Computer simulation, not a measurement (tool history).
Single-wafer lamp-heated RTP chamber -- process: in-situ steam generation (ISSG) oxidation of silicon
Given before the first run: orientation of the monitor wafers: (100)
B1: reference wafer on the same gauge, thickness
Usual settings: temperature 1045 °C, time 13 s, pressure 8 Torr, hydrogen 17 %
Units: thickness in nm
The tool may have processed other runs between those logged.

{"run": 1, "hour": 0.0, "temperature": 1045, "time": 13, "pressure": 8, "hydrogen": 17, "B1": 4.211, "thickness": 4.917}
{"run": 2, "hour": 48.2, "temperature": 1045, "time": 11, "pressure": 8, "hydrogen": 17, "B1": 4.21, "thickness": 4.498}
{"run": 3, "hour": 112.5, "temperature": 1045, "time": 11, "pressure": 8, "hydrogen": 17, "B1": 4.213, "thickness": 4.461}
{"run": 4, "hour": 139.6, "temperature": 1058, "time": 13, "pressure": 8, "hydrogen": 17, "B1": 4.213, "thickness": 5.176}
{"run": 5, "hour": 347.6, "temperature": 1058, "time": 13, "pressure": 8, "hydrogen": 17, "B1": 4.212, "thickness": 5.184}
{"run": 6, "hour": 409.5, "temperature": 1058, "time": 13, "pressure": 8, "hydrogen": 17, "B1": 4.21, "thickness": 5.201}
{"run": 7, "hour": 464.8, "temperature": 1045, "time": 13, "pressure": 8, "hydrogen": 17, "B1": 4.214, "thickness": 4.859}
{"run": 8, "hour": 494.3, "temperature": 1045, "time": 13, "pressure": 8, "hydrogen": 17, "B1": 4.207, "thickness": 4.875}
{"run": 9, "hour": 547.5, "temperature": 1045, "time": 13, "pressure": 8, "hydrogen": 17, "B1": 4.21, "thickness": 4.882}
{"run": 10, "hour": 580.4, "temperature": 1045, "time": 13, "pressure": 8, "hydrogen": 17, "B1": 4.21, "thickness": 4.874}
{"run": 11, "hour": 605.9, "temperature": 1045, "time": 13, "pressure": 8, "hydrogen": 17, "B1": 4.215, "thickness": 4.862}
{"run": 12, "hour": 630.4, "temperature": 1045, "time": 13, "pressure": 8, "hydrogen": 17, "B1": 4.209, "thickness": 4.873}
{"run": 13, "hour": 701.5, "temperature": 1045, "time": 13, "pressure": 8, "hydrogen": 17, "B1": 4.21, "thickness": 4.883}
{"run": 14, "hour": 758.8, "temperature": 1040, "time": 13, "pressure": 8, "hydrogen": 20, "B1": 4.207, "thickness": 4.966}
{"run": 15, "hour": 783.4, "temperature": 1045, "time": 11, "pressure": 8.5, "hydrogen": 24, "B1": 4.209, "thickness": 4.911}
{"run": 16, "hour": 852.3, "temperature": 1045, "time": 13, "pressure": 8, "hydrogen": 17, "B1": 4.206, "thickness": 4.881}
{"run": 17, "hour": 897.6, "temperature": 1045, "time": 13, "pressure": 8, "hydrogen": 17, "B1": 4.212, "thickness": 4.912}
{"run": 18, "hour": 949.3, "temperature": 1045, "time": 13, "pressure": 8, "hydrogen": 17, "B1": 4.21, "thickness": 4.894}
{"run": 19, "hour": 987.2, "temperature": 1050, "time": 16, "pressure": 8, "hydrogen": 17, "B1": 4.211, "thickness": 5.549}
{"run": 20, "hour": 1024.8, "temperature": 1039, "time": 11, "pressure": 9.5, "hydrogen": 20, "B1": 4.212, "thickness": 4.474}
{"run": 21, "hour": 1093.6, "temperature": 1045, "time": 13, "pressure": 8, "hydrogen": 17, "B1": 4.211, "thickness": 4.862}
{"run": 22, "hour": 1123.7, "temperature": 1062, "time": 13, "pressure": 6.9, "hydrogen": 17, "B1": 4.21, "thickness": 5.251}
{"run": 23, "hour": 1170.6, "temperature": 1055, "time": 9, "pressure": 8, "hydrogen": 17, "B1": 4.207, "thickness": 4.253}
{"run": 24, "hour": 1234.2, "temperature": 1045, "time": 13, "pressure": 9.2, "hydrogen": 17, "B1": 4.205, "thickness": 4.837}
{"run": 25, "hour": 1290.9, "temperature": 1045, "time": 13, "pressure": 8, "hydrogen": 25, "B1": 4.209, "thickness": 5.394}
{"run": 26, "hour": 1352.3, "temperature": 1045, "time": 13, "pressure": 8, "hydrogen": 17, "B1": 4.208, "thickness": 4.872}
{"run": 27, "hour": 1414.3, "temperature": 1060, "time": 13, "pressure": 8.5, "hydrogen": 17, "B1": 4.209, "thickness": 5.25}
{"run": 28, "hour": 1478.4, "temperature": 1045, "time": 13, "pressure": 8, "hydrogen": 17, "B1": 4.212, "thickness": 4.866}
{"run": 29, "hour": 1504.9, "temperature": 1050, "time": 15, "pressure": 7.6, "hydrogen": 25, "B1": 4.214, "thickness": 5.916}
{"run": 30, "hour": 1564.1, "temperature": 1045, "time": 9, "pressure": 8, "hydrogen": 17, "B1": 4.211, "thickness": 4.076}

Withheld: 5 entries from between the runs. Position of each, and hidden state at the listed run before versus the listed run after:
From run 2 to run 3: pyrometer window cleaned and pyrometer calibrated (hour 67.2)
  true wafer temperature minus pyrometer reading, K: 2.53 -> 0.138
  the result without the hidden state subtracted from the measured one, thickness: +0.052 -> +0.003 nm
From run 13 to run 14: gauge calibrated (hour 718.6)
  true wafer temperature minus pyrometer reading, K: 1.6 -> 1.74
  the result without the hidden state subtracted from the measured one, thickness: +0.037 -> +0.04 nm
From run 18 to run 19: pyrometer window cleaned and pyrometer calibrated (hour 967.4); hydrogen flow controller replaced (hour 986.7)
  true wafer temperature minus pyrometer reading, K: 2.21 -> 0.256
  the result without the hidden state subtracted from the measured one, thickness: +0.052 -> +0.008 nm
From run 23 to run 24: pressure gauge zeroed (hour 1185.5)
  true wafer temperature minus pyrometer reading, K: 0.71 -> 0.868
  the result without the hidden state subtracted from the measured one, thickness: +0.013 -> +0.02 nm
